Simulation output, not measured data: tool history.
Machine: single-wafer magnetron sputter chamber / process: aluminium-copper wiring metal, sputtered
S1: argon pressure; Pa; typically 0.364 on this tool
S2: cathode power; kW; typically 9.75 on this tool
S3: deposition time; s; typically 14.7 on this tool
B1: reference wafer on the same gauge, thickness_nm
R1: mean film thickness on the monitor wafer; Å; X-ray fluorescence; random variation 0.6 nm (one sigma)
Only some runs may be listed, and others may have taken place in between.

{"run": 1, "hour": 0.0, "S1": 0.451, "S2": 9.75, "S3": 14.7, "B1": 266.15, "R1": 2363.39}
{"run": 2, "hour": 12.5, "S1": 0.364, "S2": 9.75, "S3": 14.7, "B1": 265.944, "R1": 2488.55}
{"run": 3, "hour": 19.8, "S1": 0.364, "S2": 9.75, "S3": 14.7, "B1": 265.832, "R1": 2480.67}
{"run": 4, "hour": 35.7, "S1": 0.364, "S2": 9.75, "S3": 14.7, "B1": 266.028, "R1": 2477.22}
{"run": 5, "hour": 44.6, "S1": 0.3, "S2": 9.75, "S3": 14.7, "B1": 265.818, "R1": 2583.41}
{"run": 6, "hour": 61.2, "S1": 0.3, "S2": 9.75, "S3": 14.7, "B1": 266.033, "R1": 2579.02}
{"run": 7, "hour": 83.3, "S1": 0.3, "S2": 9.75, "S3": 14.7, "B1": 265.9, "R1": 2584.33}
{"run": 8, "hour": 90.5, "S1": 0.364, "S2": 9.75, "S3": 14.7, "B1": 265.923, "R1": 2484.92}
{"run": 9, "hour": 96.9, "S1": 0.364, "S2": 9.75, "S3": 16.7, "B1": 266.004, "R1": 2807.38}
{"hour": 105.8, "done": "capacitance manometer re-zeroed and calibrated"}
{"run": 10, "hour": 107.5, "S1": 0.364, "S2": 9.75, "S3": 16.7, "B1": 265.972, "R1": 2821.14}
{"run": 11, "hour": 120.0, "S1": 0.364, "S2": 9.75, "S3": 16.7, "B1": 266.038, "R1": 2802.28}
{"run": 12, "hour": 132.5, "S1": 0.364, "S2": 9.75, "S3": 14.7, "B1": 265.899, "R1": 2464.01}
{"run": 13, "hour": 138.9, "S1": 0.364, "S2": 9.75, "S3": 14.7, "B1": 265.917, "R1": 2468.27}
{"hour": 159.7, "done": "sputter target and shields replaced"}
{"run": 14, "hour": 160.2, "S1": 0.245, "S2": 9.75, "S3": 14.7, "B1": 266.047, "R1": 2694.54}
{"hour": 168.3, "done": "magnet pack replaced"}
{"run": 15, "hour": 173.3, "S1": 0.364, "S2": 7.75, "S3": 14.7, "B1": 265.896, "R1": 2142.99}
{"run": 16, "hour": 191.1, "S1": 0.494, "S2": 7.95, "S3": 14.7, "B1": 265.925, "R1": 2011.52}
{"run": 17, "hour": 206.5, "S1": 0.364, "S2": 9.75, "S3": 16.1, "B1": 265.995, "R1": 2731.91}
{"run": 18, "hour": 213.9, "S1": 0.364, "S2": 8.15, "S3": 13.3, "B1": 265.936, "R1": 2005.07}
{"run": 19, "hour": 225.5, "S1": 0.364, "S2": 9.75, "S3": 16, "B1": 265.98, "R1": 2710.93}
{"hour": 231.8, "done": "gauge calibrated"}
{"run": 20, "hour": 243.2, "S1": 0.364, "S2": 9.75, "S3": 14.7, "B1": 265.969, "R1": 2495.35}
{"run": 21, "hour": 260.9, "S1": 0.364, "S2": 9.75, "S3": 14.7, "B1": 266.036, "R1": 2487.78}
{"run": 22, "hour": 271.5, "S1": 0.302, "S2": 9.75, "S3": 16.3, "B1": 265.956, "R1": 2863.04}
{"run": 23, "hour": 280.7, "S1": 0.364, "S2": 9.75, "S3": 14.7, "B1": 265.961, "R1": 2489.51}
{"run": 24, "hour": 297.3, "S1": 0.364, "S2": 9.1, "S3": 15.7, "B1": 265.995, "R1": 2526.87}

Each row is a separate what-if for the run after 24, all from the same tool condition, not one after another. Results?
{"run": "A", "hour": 297.7, "S1": 0.364, "S2": 9.75, "S3": 14.7, "B1": "?", "R1": "?"}
{"run": "B", "hour": 297.7, "S1": 0.507, "S2": 7.8, "S3": 12, "B1": "?", "R1": "?"}
{"run": "C", "hour": 297.7, "S1": 0.407, "S2": 11.85, "S3": 16.1, "B1": "?", "R1": "?"}
{"run": "D", "hour": 297.7, "S1": 0.47, "S2": 7.9, "S3": 17.5, "B1": "?", "R1": "?"}
{"run": "E", "hour": 297.7, "S1": 0.429, "S2": 9.75, "S3": 16.8, "B1": "?", "R1": "?"}

run=A B1=266.046 R1=2472.4
run=B B1=266.046 R1=1598.64
run=C B1=266.046 R1=3038.91
run=D B1=266.046 R1=2400.82
run=E B1=266.046 R1=2720.91
The same runs, with their run-to-run variation unchanged, on a tool lacking any hidden condition would have given:
run=A R1=2493.99
run=B R1=1612.6
run=C R1=3065.45
run=D R1=2421.78
run=E R1=2744.66

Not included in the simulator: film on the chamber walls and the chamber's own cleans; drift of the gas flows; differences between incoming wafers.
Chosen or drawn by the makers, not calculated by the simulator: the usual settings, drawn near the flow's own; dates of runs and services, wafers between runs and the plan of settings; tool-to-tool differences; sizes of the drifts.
